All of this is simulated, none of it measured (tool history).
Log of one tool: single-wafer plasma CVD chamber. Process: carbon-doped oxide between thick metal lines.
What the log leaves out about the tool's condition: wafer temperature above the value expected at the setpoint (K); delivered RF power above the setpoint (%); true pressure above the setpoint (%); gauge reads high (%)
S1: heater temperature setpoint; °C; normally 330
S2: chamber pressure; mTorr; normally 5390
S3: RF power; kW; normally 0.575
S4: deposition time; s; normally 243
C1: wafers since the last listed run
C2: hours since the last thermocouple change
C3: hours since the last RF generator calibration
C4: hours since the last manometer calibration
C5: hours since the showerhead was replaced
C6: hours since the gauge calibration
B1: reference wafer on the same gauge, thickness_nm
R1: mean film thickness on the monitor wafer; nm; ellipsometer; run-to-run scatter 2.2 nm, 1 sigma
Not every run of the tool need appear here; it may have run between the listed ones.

| run | hour | S1 | S2 | S3 | S4 | C1 | C2 | C3 | C4 | C5 | C6 | B1 | R1 |
|---|---|---|---|---|---|---|---|---|---|---|---|---|---|
| 1 | 0.0 | 338 | 5390 | 0.650 | 243 | 0 | 1675.6 | 953.1 | 1791.1 | 2306.8 | 172.8 | 1480.297 | 1497.129 |
| 2 | 35.1 | 338 | 5390 | 0.650 | 243 | 169 | 1710.7 | 988.2 | 1826.2 | 2341.9 | 207.9 | 1480.268 | 1498.906 |
| 3 | 52.5 | 330 | 5390 | 0.600 | 243 | 83 | 1728.1 | 1005.6 | 1843.6 | 2359.3 | 225.3 | 1479.869 | 1468.298 |
| 4 | 87.4 | 330 | 5390 | 0.600 | 243 | 168 | 1763.0 | 1040.5 | 1878.5 | 2394.2 | 260.2 | 1480.531 | 1462.055 |
| 5 | 115.2 | 330 | 5390 | 0.575 | 243 | 134 | 1790.8 | 1068.3 | 1906.3 | 2422.0 | 288.0 | 1479.287 | 1432.943 |
| 6 | 129.2 | 330 | 5390 | 0.575 | 243 | 67 | 1804.8 | 1082.3 | 1920.3 | 2436.0 | 302.0 | 1479.906 | 1433.675 |
|  | 142.4 | capacitance manometer re-zeroed and calibrated |
| 7 | 159.0 | 330 | 5390 | 0.575 | 243 | 105 | 1834.6 | 1112.1 | 16.6 | 2465.8 | 331.8 | 1481.085 | 1433.220 |
|  | 181.4 | RF generator calibrated |
| 8 | 185.5 | 330 | 5390 | 0.575 | 243 | 89 | 1861.1 | 4.1 | 43.1 | 2492.3 | 358.3 | 1480.770 | 1482.798 |
|  | 201.8 | gauge calibrated |
|  | 209.2 | showerhead replaced |
| 9 | 209.7 | 330 | 5390 | 0.665 | 243 | 78 | 1885.3 | 28.3 | 67.3 | 0.5 | 7.9 | 1479.664 | 1594.324 |
| 10 | 226.2 | 330 | 5390 | 0.665 | 243 | 79 | 1901.8 | 44.8 | 83.8 | 17.0 | 24.4 | 1480.298 | 1590.327 |
| 11 | 256.3 | 320 | 5030 | 0.610 | 275 | 145 | 1931.9 | 74.9 | 113.9 | 47.1 | 54.5 | 1480.027 | 1743.180 |
| 12 | 273.2 | 325 | 5390 | 0.575 | 204 | 81 | 1948.8 | 91.8 | 130.8 | 64.0 | 71.4 | 1480.989 | 1254.125 |
|  | 291.0 | thermocouple changed; heater temperature recalibrated |
| 13 | 291.5 | 330 | 5390 | 0.575 | 243 | 49 | 0.5 | 110.1 | 149.1 | 82.3 | 89.7 | 1480.297 | 1470.440 |
| 14 | 313.2 | 330 | 5390 | 0.575 | 243 | 104 | 22.2 | 131.8 | 170.8 | 104.0 | 111.4 | 1480.573 | 1464.414 |
| 15 | 340.0 | 330 | 5390 | 0.475 | 243 | 129 | 49.0 | 158.6 | 197.6 | 130.8 | 138.2 | 1479.547 | 1322.952 |
| 16 | 359.8 | 334 | 6660 | 0.535 | 205 | 95 | 68.8 | 178.4 | 217.4 | 150.6 | 158.0 | 1480.102 | 1204.281 |
| 17 | 389.0 | 330 | 5390 | 0.575 | 243 | 140 | 98.0 | 207.6 | 246.6 | 179.8 | 187.2 | 1480.070 | 1458.609 |
| 18 | 404.8 | 330 | 4950 | 0.575 | 243 | 76 | 113.8 | 223.4 | 262.4 | 195.6 | 203.0 | 1479.961 | 1433.487 |
| 19 | 434.0 | 320 | 5390 | 0.485 | 256 | 140 | 143.0 | 252.6 | 291.6 | 224.8 | 232.2 | 1479.790 | 1443.407 |
| 20 | 461.5 | 318 | 5390 | 0.575 | 243 | 132 | 170.5 | 280.1 | 319.1 | 252.3 | 259.7 | 1480.036 | 1506.508 |

Alternative continuations, all from the tool just after run 20; predict every row:
| A | 462.0 | 315 | 5390 | 0.575 | 243 | 2 | 171.0 | 280.6 | 319.6 | 252.8 | 260.2 | ? | ? |
| B | 462.0 | 330 | 4090 | 0.470 | 230 | 2 | 171.0 | 280.6 | 319.6 | 252.8 | 260.2 | ? | ? |
| C | 462.0 | 325 | 5390 | 0.575 | 272 | 2 | 171.0 | 280.6 | 319.6 | 252.8 | 260.2 | ? | ? |
| D | 462.0 | 342 | 4350 | 0.575 | 243 | 2 | 171.0 | 280.6 | 319.6 | 252.8 | 260.2 | ? | ? |
| E | 462.0 | 324 | 5390 | 0.635 | 243 | 2 | 171.0 | 280.6 | 319.6 | 252.8 | 260.2 | ? | ? |

| run | B1 | R1 |
|---|---|---|
| A | 1479.724 | 1522.088 |
| B | 1479.724 | 1174.847 |
| C | 1479.724 | 1651.882 |
| D | 1479.724 | 1352.483 |
| E | 1479.724 | 1558.149 |
Take away the tool's hidden state, keep each run's random variation, and the runs would have read:
| run | R1 |
|---|---|
| A | 1556.297 |
| B | 1202.712 |
| C | 1689.009 |
| D | 1382.881 |
| E | 1593.170 |
